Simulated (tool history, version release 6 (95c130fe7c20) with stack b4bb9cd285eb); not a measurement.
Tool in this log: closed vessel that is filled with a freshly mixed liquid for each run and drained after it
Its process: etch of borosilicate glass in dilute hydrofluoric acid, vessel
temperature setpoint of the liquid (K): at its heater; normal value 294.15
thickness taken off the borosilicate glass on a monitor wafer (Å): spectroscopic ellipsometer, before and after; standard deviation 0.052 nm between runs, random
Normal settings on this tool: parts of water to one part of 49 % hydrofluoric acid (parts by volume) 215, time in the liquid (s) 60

run	day	temperature setpoint of the liquid (K)	parts of water to one part of 49 % hydrofluoric acid (parts by volume)	time in the liquid (s)	read-back film thickness of the borosilicate glass reference wafer, read on the same gauge (nm)	thickness taken off the borosilicate glass on a monitor wafer (Å)
1	0.000	294.15	215	85	29.98	91.1
2	0.721	294.15	215	85	30.00	91.9
3	1.296	294.15	215	85	30.00	91.4
4	2.033	294.15	165	60	30.01	88.6
5	2.492	294.15	255	45	30.02	39.7
6	2.908	294.15	255	45	30.01	39.8
7	3.629	294.15	255	45	29.97	40.3
8	4.083	294.15	215	60	29.99	64.4
9	4.812	294.15	215	60	30.00	63.9
10	5.346	295.15	215	60	29.99	67.0
11	5.950	295.15	215	60	30.02	66.8
12	6.267	295.15	215	60	30.05	67.2
13	6.562	294.15	215	60	30.00	63.9
14	7.783	294.15	215	60	29.99	65.4
15	8.138	294.15	215	60	30.01	64.7
16	8.692	294.15	215	60	30.00	65.2
17	9.183	294.15	215	70	30.01	75.8
18	9.838	291.65	155	60	30.01	87.5
19	10.488	297.15	165	40	29.98	66.5
20	11.058	298.65	270	35	30.02	33.3
21	11.525	290.15	170	90	29.99	111.2
22	12.042	294.15	215	60	29.98	64.6
23	12.292	294.15	215	60	30.00	65.3
24	12.596	294.15	215	60	30.02	65.8
25	13.158	291.15	215	60	29.99	57.3
26	13.442	294.15	215	60	30.02	65.1
27	14.158	290.65	265	30	29.98	22.1
28	15.492	294.15	215	60	30.02	65.4
29	16.042	294.15	270	40	29.98	32.7
30	16.592	294.15	155	60	29.99	95.6

Withheld: 3 entries from between the runs. Position of each, and hidden state at the listed run before versus the listed run after:
From run 13 to run 14: thermometer replaced (day 7.612)
  no hidden state differs between the two runs
From run 16 to run 17: gauge calibrated (day 8.975)
  no hidden state differs between the two runs
From run 21 to run 22: hydrofluoric acid flow meter replaced (day 11.988)
  no hidden state differs between the two runs
